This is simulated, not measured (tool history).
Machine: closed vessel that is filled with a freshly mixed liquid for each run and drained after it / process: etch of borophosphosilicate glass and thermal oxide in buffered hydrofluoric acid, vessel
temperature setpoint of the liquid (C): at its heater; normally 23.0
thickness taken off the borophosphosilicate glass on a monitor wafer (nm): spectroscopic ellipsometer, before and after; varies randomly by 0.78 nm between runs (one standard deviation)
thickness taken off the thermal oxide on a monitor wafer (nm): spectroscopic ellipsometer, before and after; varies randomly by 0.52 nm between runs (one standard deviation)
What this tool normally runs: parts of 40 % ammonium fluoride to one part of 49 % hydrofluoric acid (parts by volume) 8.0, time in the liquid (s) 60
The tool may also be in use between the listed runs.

run   hour  temperature setpoint of the liquid (C)  parts of 40 % ammonium fluoride to one part of 49 % hydrofluoric acid (parts by volume)  time in the liquid (s)  wafers since the last listed run  hours since the thermometer was replaced  hours since the hydrofluoric acid flow meter was replaced  hours since the gauge calibration  read-back film thickness of the borophosphosilicate glass reference wafer, read on the same gauge (nm)  read-back film thickness of the thermal oxide reference wafer, read on the same gauge (nm)  thickness taken off the borophosphosilicate glass on a monitor wafer (nm)  thickness taken off the thermal oxide on a monitor wafer (nm)
  1    0.0                                    23.0                                                                                      8.0                      50                                 0                                    1938.0                                                      931.6                              231.0                                                                                                   40.00                                                                                      130.02                                                                      75.30                                                          68.62
  2   14.1                                    19.5                                                                                      8.0                      60                               992                                    1952.1                                                      945.7                              245.1                                                                                                   40.02                                                                                      129.99                                                                      75.66                                                          67.73
  3   44.1                                    19.5                                                                                      8.0                      60                              2112                                    1982.1                                                      975.7                              275.1                                                                                                   40.01                                                                                      130.00                                                                      75.04                                                          67.18
  4   64.3                                    23.0                                                                                      8.5                      80                              1422                                    2002.3                                                      995.9                              295.3                                                                                                   40.00                                                                                      130.03                                                                     114.47                                                         103.24
  5   94.6                                    23.0                                                                                      8.5                      80                              2133                                    2032.6                                                     1026.2                              325.6                                                                                                   39.99                                                                                      129.97                                                                     115.21                                                         102.91
     106.4  -- thermometer replaced
  6  115.5                                    23.0                                                                                      8.5                      80                              1401                                       9.1                                                     1047.1                              346.5                                                                                                   39.99                                                                                      130.03                                                                     113.53                                                         102.91
  7  133.2                                    23.0                                                                                      8.0                      60                              1246                                      26.8                                                     1064.8                              364.2                                                                                                   40.00                                                                                      129.97                                                                      91.54                                                          82.77
  8  166.6                                    23.0                                                                                      8.0                      60                              2351                                      60.2                                                     1098.2                              397.6                                                                                                   40.01                                                                                      130.02                                                                      90.30                                                          81.77
  9  193.4                                    23.0                                                                                      8.0                      60                              1886                                      87.0                                                     1125.0                              424.4                                                                                                   40.01                                                                                      130.00                                                                      91.21                                                          82.09
 10  227.3                                    23.0                                                                                     10.5                      35                              2386                                     120.9                                                     1158.9                              458.3                                                                                                   40.01                                                                                      130.00                                                                      41.87                                                          37.54
 11  250.6                                    19.5                                                                                      8.0                      60                              1640                                     144.2                                                     1182.2                              481.6                                                                                                   40.00                                                                                      129.96                                                                      75.74                                                          66.70
 12  278.8                                    26.0                                                                                      5.0                      60                              1985                                     172.4                                                     1210.4                              509.8                                                                                                   40.02                                                                                      129.98                                                                     167.24                                                         148.05
     333.0  -- hydrofluoric acid flow meter replaced
 13  361.9                                    18.5                                                                                      9.5                      60                              5780                                     255.5                                                       28.9                              592.9                                                                                                   39.99                                                                                      129.99                                                                      60.32                                                          53.95
 14  388.0                                    23.0                                                                                      8.0                      45                              1837                                     281.6                                                       55.0                              619.0                                                                                                   39.98                                                                                      130.01                                                                      68.26                                                          61.32
 15  409.7                                    23.0                                                                                      8.0                      60                              1527                                     303.3                                                       76.7                              640.7                                                                                                   40.00                                                                                      130.00                                                                      91.21                                                          81.49
 16  441.5                                    20.0                                                                                      8.0                      95                              2238                                     335.1                                                      108.5                              672.5                                                                                                   40.00                                                                                      130.01                                                                     122.21                                                         110.63
 17  472.4                                    23.0                                                                                      8.0                      60                              2175                                     366.0                                                      139.4                              703.4                                                                                                   39.99                                                                                      130.02                                                                      90.10                                                          82.48
 18  508.0                                    23.0                                                                                      8.0                      85                              2506                                     401.6                                                      175.0                              739.0                                                                                                   39.99                                                                                      129.96                                                                     130.30                                                         116.00
     521.4  -- gauge calibrated
 19  542.1                                    25.5                                                                                      6.0                      35                              2400                                     435.7                                                      209.1                               20.7                                                                                                   39.99                                                                                      129.99                                                                      79.63                                                          72.89
 20  575.9                                    23.0                                                                                      8.0                      60                              2379                                     469.5                                                      242.9                               54.5                                                                                                   39.99                                                                                      129.98                                                                      91.09                                                          81.74
 21  597.5                                    23.0                                                                                      8.0                      60                              1520                                     491.1                                                      264.5                               76.1                                                                                                   40.01                                                                                      130.00                                                                      90.75                                                          81.79
 22  611.2                                    26.0                                                                                      8.0                      80                               964                                     504.8                                                      278.2                               89.8                                                                                                   40.01                                                                                      130.02                                                                     145.06                                                         129.09
 23  623.5                                    23.0                                                                                      7.0                      60                               866                                     517.1                                                      290.5                              102.1                                                                                                   39.99                                                                                      130.02                                                                     107.00                                                          94.96
 24  717.2                                    26.0                                                                                      6.5                      30                              6597                                     610.8                                                      384.2                              195.8                                                                                                   40.00                                                                                      130.04                                                                      67.17                                                          59.47
 25  734.3                                    18.5                                                                                      6.5                      45                              1203                                     627.9                                                      401.3                              212.9                                                                                                   40.00                                                                                      130.01                                                                      66.34                                                          59.25

Predict each of these 4 candidate next runs independently; none follows another, all start after run 25:
  A  735.0                                    23.0                                                                                      8.0                      60                                49                                     628.6                                                      402.0                              213.6                                                                                                       ?                                                                                           ?                                                                          ?                                                              ?
  B  735.0                                    25.5                                                                                      9.0                      85                                49                                     628.6                                                      402.0                              213.6                                                                                                       ?                                                                                           ?                                                                          ?                                                              ?
  C  735.0                                    23.0                                                                                      8.0                      35                                49                                     628.6                                                      402.0                              213.6                                                                                                       ?                                                                                           ?                                                                          ?                                                              ?
  D  735.0                                    20.0                                                                                      8.0                      60                                49                                     628.6                                                      402.0                              213.6                                                                                                       ?                                                                                           ?                                                                          ?                                                              ?

run  read-back film thickness of the borophosphosilicate glass reference wafer, read on the same gauge (nm)  read-back film thickness of the thermal oxide reference wafer, read on the same gauge (nm)  thickness taken off the borophosphosilicate glass on a monitor wafer (nm)  thickness taken off the thermal oxide on a monitor wafer (nm)
  A                                                                                                   40.02                                                                                      130.05                                                                      90.95                                                          83.10
  B                                                                                                   40.02                                                                                      130.05                                                                     129.55                                                         118.70
  C                                                                                                   40.02                                                                                      130.05                                                                      53.06                                                          48.47
  D                                                                                                   40.02                                                                                      130.05                                                                      77.20                                                          70.38
Had the tool no hidden state, the same runs would have come out as:
run  thickness taken off the borophosphosilicate glass on a monitor wafer (nm)  thickness taken off the thermal oxide on a monitor wafer (nm)
  A                                                                      90.95                                                          83.10
  B                                                                     129.55                                                         118.70
  C                                                                      53.06                                                          48.47
  D                                                                      77.20                                                          70.38

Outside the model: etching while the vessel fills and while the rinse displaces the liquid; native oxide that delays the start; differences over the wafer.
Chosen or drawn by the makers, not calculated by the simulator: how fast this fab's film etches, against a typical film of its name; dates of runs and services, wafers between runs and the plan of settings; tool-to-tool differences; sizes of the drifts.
